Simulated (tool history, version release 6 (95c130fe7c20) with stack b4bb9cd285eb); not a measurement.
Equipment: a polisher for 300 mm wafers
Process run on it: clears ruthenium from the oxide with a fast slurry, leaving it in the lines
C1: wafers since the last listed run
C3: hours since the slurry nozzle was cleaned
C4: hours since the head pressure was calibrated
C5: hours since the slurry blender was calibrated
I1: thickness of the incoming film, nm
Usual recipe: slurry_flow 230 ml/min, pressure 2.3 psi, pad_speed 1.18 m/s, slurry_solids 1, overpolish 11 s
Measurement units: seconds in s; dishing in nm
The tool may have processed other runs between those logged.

{"run": 1, "hour": 0.0, "slurry_flow": 230, "pressure": 2.3, "pad_speed": 1.18, "slurry_solids": 0.85, "overpolish": 11, "C1": 0, "wafers polished on this pad": 84, "C3": 85.4, "C4": 278.6, "C5": 32, "I1": 290.4, "seconds": 80.5, "dishing": 28.5}
{"run": 2, "hour": 39.1, "slurry_flow": 230, "pressure": 2.3, "pad_speed": 1.18, "slurry_solids": 0.85, "overpolish": 11, "C1": 478, "wafers polished on this pad": 563, "C3": 124.5, "C4": 317.7, "C5": 71.1, "I1": 290.3, "seconds": 85, "dishing": 27.7}
{"run": 3, "hour": 99.4, "slurry_flow": 230, "pressure": 2.3, "pad_speed": 1.18, "slurry_solids": 0.85, "overpolish": 11, "C1": 738, "wafers polished on this pad": 1301, "C3": 184.8, "C4": 378, "C5": 131.4, "I1": 290.5, "seconds": 86.6, "dishing": 27.2}
{"run": 4, "hour": 132.2, "slurry_flow": 230, "pressure": 2.3, "pad_speed": 1.18, "slurry_solids": 1, "overpolish": 11, "C1": 401, "wafers polished on this pad": 1703, "C3": 217.6, "C4": 410.8, "C5": 164.2, "I1": 290.5, "seconds": 81.8, "dishing": 28.2}
{"run": 5, "hour": 180.0, "slurry_flow": 230, "pressure": 2.3, "pad_speed": 1.18, "slurry_solids": 1, "overpolish": 11, "C1": 585, "wafers polished on this pad": 2289, "C3": 265.4, "C4": 458.6, "C5": 212, "I1": 288.5, "seconds": 83.3, "dishing": 28.7}
{"run": 6, "hour": 230.5, "slurry_flow": 230, "pressure": 2.3, "pad_speed": 1.18, "slurry_solids": 1, "overpolish": 11, "C1": 618, "wafers polished on this pad": 2907, "C3": 315.9, "C4": 509.1, "C5": 262.5, "I1": 291.1, "seconds": 83.8, "dishing": 27.6}
{"hour": 232.5, "done": "slurry blender recalibrated"}
{"hour": 235.1, "done": "slurry nozzle cleaned"}
{"hour": 250.0, "done": "worn pad replaced by a new one"}
{"run": 7, "hour": 261.8, "slurry_flow": 230, "pressure": 2.3, "pad_speed": 1.18, "slurry_solids": 1, "overpolish": 11, "C1": 297, "wafers polished on this pad": 144, "C3": 26.7, "C4": 540.4, "C5": 29.3, "I1": 293.3, "seconds": 72.1, "dishing": 31.2}
{"run": 8, "hour": 300.7, "slurry_flow": 230, "pressure": 2.3, "pad_speed": 1.18, "slurry_solids": 1.15, "overpolish": 11, "C1": 476, "wafers polished on this pad": 620, "C3": 65.6, "C4": 579.3, "C5": 68.2, "I1": 292.8, "seconds": 72.8, "dishing": 31}
{"run": 9, "hour": 357.2, "slurry_flow": 230, "pressure": 2.3, "pad_speed": 1.18, "slurry_solids": 1.15, "overpolish": 11, "C1": 692, "wafers polished on this pad": 1312, "C3": 122.1, "C4": 635.8, "C5": 124.7, "I1": 293.7, "seconds": 74.1, "dishing": 29.8}
{"run": 10, "hour": 453.2, "slurry_flow": 230, "pressure": 2.3, "pad_speed": 1.18, "slurry_solids": 1, "overpolish": 15, "C1": 1176, "wafers polished on this pad": 2488, "C3": 218.1, "C4": 731.8, "C5": 220.7, "I1": 294.4, "seconds": 80, "dishing": 35.8}
{"run": 11, "hour": 483.5, "slurry_flow": 230, "pressure": 2.3, "pad_speed": 1.18, "slurry_solids": 1, "overpolish": 11, "C1": 371, "wafers polished on this pad": 2860, "C3": 248.4, "C4": 762.1, "C5": 251, "I1": 291.1, "seconds": 81.8, "dishing": 28.3}
{"hour": 508.8, "done": "head pressure recalibrated"}
{"run": 12, "hour": 513.8, "slurry_flow": 230, "pressure": 2.3, "pad_speed": 1.18, "slurry_solids": 1, "overpolish": 11, "C1": 346, "wafers polished on this pad": 3206, "C3": 278.7, "C4": 5, "C5": 281.3, "I1": 283.6, "seconds": 78.9, "dishing": 28.2}
{"hour": 532.6, "done": "worn pad replaced by a new one"}
{"hour": 539.9, "done": "slurry nozzle cleaned"}
{"run": 13, "hour": 544.0, "slurry_flow": 260, "pressure": 2, "pad_speed": 1.18, "slurry_solids": 1, "overpolish": 11, "C1": 308, "wafers polished on this pad": 127, "C3": 4.1, "C4": 35.2, "C5": 311.5, "I1": 293.3, "seconds": 83.6, "dishing": 27.6}
{"hour": 549.5, "done": "slurry blender recalibrated"}
{"run": 14, "hour": 618.8, "slurry_flow": 230, "pressure": 2.3, "pad_speed": 1.18, "slurry_solids": 1, "overpolish": 14, "C1": 891, "wafers polished on this pad": 1019, "C3": 78.9, "C4": 110, "C5": 69.3, "I1": 287.9, "seconds": 77.1, "dishing": 35.5}
{"run": 15, "hour": 645.4, "slurry_flow": 230, "pressure": 2.8, "pad_speed": 1.18, "slurry_solids": 1.15, "overpolish": 8, "C1": 325, "wafers polished on this pad": 1345, "C3": 105.5, "C4": 136.6, "C5": 95.9, "I1": 290.2, "seconds": 62.1, "dishing": 27.5}
{"run": 16, "hour": 682.5, "slurry_flow": 230, "pressure": 2.3, "pad_speed": 1.18, "slurry_solids": 1, "overpolish": 11, "C1": 454, "wafers polished on this pad": 1799, "C3": 142.6, "C4": 173.7, "C5": 133, "I1": 289.9, "seconds": 81.2, "dishing": 28.7}
{"run": 17, "hour": 718.4, "slurry_flow": 190, "pressure": 2.3, "pad_speed": 1.18, "slurry_solids": 1, "overpolish": 11, "C1": 439, "wafers polished on this pad": 2239, "C3": 178.5, "C4": 209.6, "C5": 168.9, "I1": 288.5, "seconds": 82.1, "dishing": 27.4}

Forecast run 18:
{"run": 18, "hour": 760.2, "slurry_flow": 210, "pressure": 1.8, "pad_speed": 1.18, "slurry_solids": 1, "overpolish": 11, "C1": 512, "wafers polished on this pad": 2751, "C3": 220.3, "C4": 251.4, "C5": 210.7, "I1": 291, "seconds": "?", "dishing": "?"}

{"run 18": {"seconds": 107.4, "dishing": 23.5}}
On a tool with no hidden condition, and with the same random variation, this run would have come out at seconds 94 s, dishing 26.4 nm.

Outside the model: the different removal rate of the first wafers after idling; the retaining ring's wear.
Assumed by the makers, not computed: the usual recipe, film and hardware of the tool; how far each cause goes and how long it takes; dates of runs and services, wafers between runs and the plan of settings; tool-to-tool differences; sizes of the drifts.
